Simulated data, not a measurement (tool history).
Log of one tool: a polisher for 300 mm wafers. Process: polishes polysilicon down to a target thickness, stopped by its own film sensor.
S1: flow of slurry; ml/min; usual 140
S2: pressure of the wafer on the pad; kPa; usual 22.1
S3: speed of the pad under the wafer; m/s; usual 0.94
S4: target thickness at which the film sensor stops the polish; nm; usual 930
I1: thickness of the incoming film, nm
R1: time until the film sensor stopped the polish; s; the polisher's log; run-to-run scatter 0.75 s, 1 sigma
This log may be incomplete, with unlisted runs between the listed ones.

Run 1, hour 0: usual settings but S1 130 ml/min; I1 1599.3. Result: R1 77.9 s.
Run 2, hour 16.5: usual settings but S1 130 ml/min; I1 1568.8. Result: R1 75.7 s.
Run 3, hour 41.8: usual settings but S4 764 nm; I1 1589.4. Result: R1 97.8 s.
Run 4, hour 55.6: usual settings but S4 764 nm; I1 1598.7. Result: R1 98.7 s.
Run 5, hour 68.3: usual settings but S4 764 nm; I1 1561.8. Result: R1 94.2 s.
Run 6, hour 82.3: usual settings but S1 100 ml/min, S3 0.86 m/s; I1 1579.7. Result: R1 90.7 s.
Run 7, hour 99.1: usual settings but S1 100 ml/min, S3 0.86 m/s; I1 1596.2. Result: R1 94 s.
Run 8, hour 112.2: usual settings but S1 100 ml/min, S3 0.86 m/s; I1 1601.6. Result: R1 96.8 s.
Run 9, hour 128.9: usual settings; I1 1576.7. Result: R1 80.2 s.
At hour 136.2: head pressure recalibrated.
At hour 139.5: worn pad replaced by a new one.
Run 10, hour 146.6: usual settings; I1 1598.5. Result: R1 82.4 s.
Run 11, hour 161.1: usual settings but S4 797 nm; I1 1572.4. Result: R1 98.1 s.
Run 12, hour 172.1: usual settings but S4 797 nm; I1 1594.7. Result: R1 99.5 s.
Run 13, hour 182.8: usual settings but S4 797 nm; I1 1602.2. Result: R1 100.4 s.
Run 14, hour 189.7: usual settings; I1 1609.9. Result: R1 85.9 s.
At hour 191.2: slurry nozzle cleaned.
Run 15, hour 196: usual settings but S4 797 nm; I1 1594.6. Result: R1 99.9 s.
Run 16, hour 202.5: usual settings but S1 100 ml/min, S2 18.6 kPa, S4 758 nm; I1 1591.8. Result: R1 134.2 s.
Run 17, hour 217: usual settings but S1 185 ml/min; I1 1581.9. Result: R1 77.9 s.
Run 18, hour 270.2: usual settings but S1 130 ml/min; I1 1607.7. Result: R1 89.2 s.
Run 19, hour 282.5: usual settings but S1 95 ml/min, S4 872 nm; I1 1593.4. Result: R1 102.9 s.
Run 20, hour 291.1: usual settings but S1 170 ml/min, S2 17.2 kPa, S3 1.12 m/s, S4 1135 nm; I1 1564.6. Result: R1 58.7 s.
Run 21, hour 304: usual settings but S1 170 ml/min, S3 1.2 m/s, S4 816 nm; I1 1566.5. Result: R1 77.1 s.
Run 22, hour 311.4: usual settings; I1 1569.7. Result: R1 85.6 s.
At hour 317.1: worn pad replaced by a new one.
Run 23, hour 326.9: usual settings but S1 130 ml/min; I1 1595. Result: R1 80.9 s.
Run 24, hour 336.1: usual settings but S3 0.66 m/s; I1 1617.1. Result: R1 117 s.
Run 25, hour 346.8: usual settings but S3 0.74 m/s; I1 1590.4. Result: R1 101.5 s.
Run 26, hour 355.4: usual settings; I1 1570.3. Result: R1 78.1 s.
Run 27, hour 365.7: usual settings but S1 125 ml/min, S2 17.9 kPa, S3 0.7 m/s, S4 833 nm; I1 1596.2. Result: R1 153.5 s.
Run 28, hour 372.9: usual settings but S1 185 ml/min, S2 15.2 kPa; I1 1622.7. Result: R1 117.1 s.
Run 29, hour 389.7: usual settings but S1 180 ml/min, S4 852 nm; I1 1570.9. Result: R1 84.1 s.
Run 30, hour 403.3: usual settings but S3 0.86 m/s; I1 1583.4. Result: R1 88.6 s.
Run 31, hour 420.7: usual settings but S1 180 ml/min, S2 28.3 kPa, S3 0.7 m/s, S4 1064 nm; I1 1579.4. Result: R1 64 s.
Run 32, hour 435.7: usual settings but S1 165 ml/min, S2 29 kPa, S3 0.74 m/s, S4 1158 nm; I1 1584.1. Result: R1 49.6 s.
Run 33, hour 444.3: usual settings; I1 1581.1. Result: R1 81.1 s.
Run 34, hour 458.6: usual settings but S3 0.62 m/s; I1 1553.3. Result: R1 117.2 s.
Run 35, hour 472.2: usual settings but S1 185 ml/min, S3 1.18 m/s, S4 730 nm; I1 1601.4. Result: R1 86.3 s.
At hour 491.4: worn pad replaced by a new one.
Run 36, hour 508.4: usual settings but S1 160 ml/min, S2 24.8 kPa, S3 1.26 m/s, S4 762 nm; I1 1622.6. Result: R1 67.3 s.

State the hidden condition of the tool at each of the runs:
slurry flow missing at the pad, %: 0 across all the runs
H1: removal rate lost through wear of the pad, %
H2: deviation of the head's pressure from its setpoint, %
run     H1    H2
  1   1.08  9.58
  2   1.35   9.6
  3    2.1  9.62
  4   2.68  9.64
  5   3.32  9.65
  6   4.15  9.66
  7   5.31  9.68
  8   6.33  9.69
  9    7.8   9.7
 10   1.02  1.11
 11   1.15  1.39
 12   1.34   1.6
 13    1.6  1.79
 14   1.81  1.92
 15   2.02  2.03
 16   2.27  2.15
 17   2.92   2.4
 18   6.45  3.25
 19   7.52  3.43
 20   8.33  3.56
 21   9.63  3.75
 22   10.4  3.85
 23  0.564  4.06
 24  0.648  4.18
 25  0.814  4.32
 26      1  4.43
 27   1.28  4.56
 28   1.52  4.65
 29   2.21  4.85
 30    2.9  5.01
 31   3.95   5.2
 32   5.01  5.37
 33   5.68  5.46
 34   6.91   5.6
 35   8.19  5.74
 36   1.69  6.08

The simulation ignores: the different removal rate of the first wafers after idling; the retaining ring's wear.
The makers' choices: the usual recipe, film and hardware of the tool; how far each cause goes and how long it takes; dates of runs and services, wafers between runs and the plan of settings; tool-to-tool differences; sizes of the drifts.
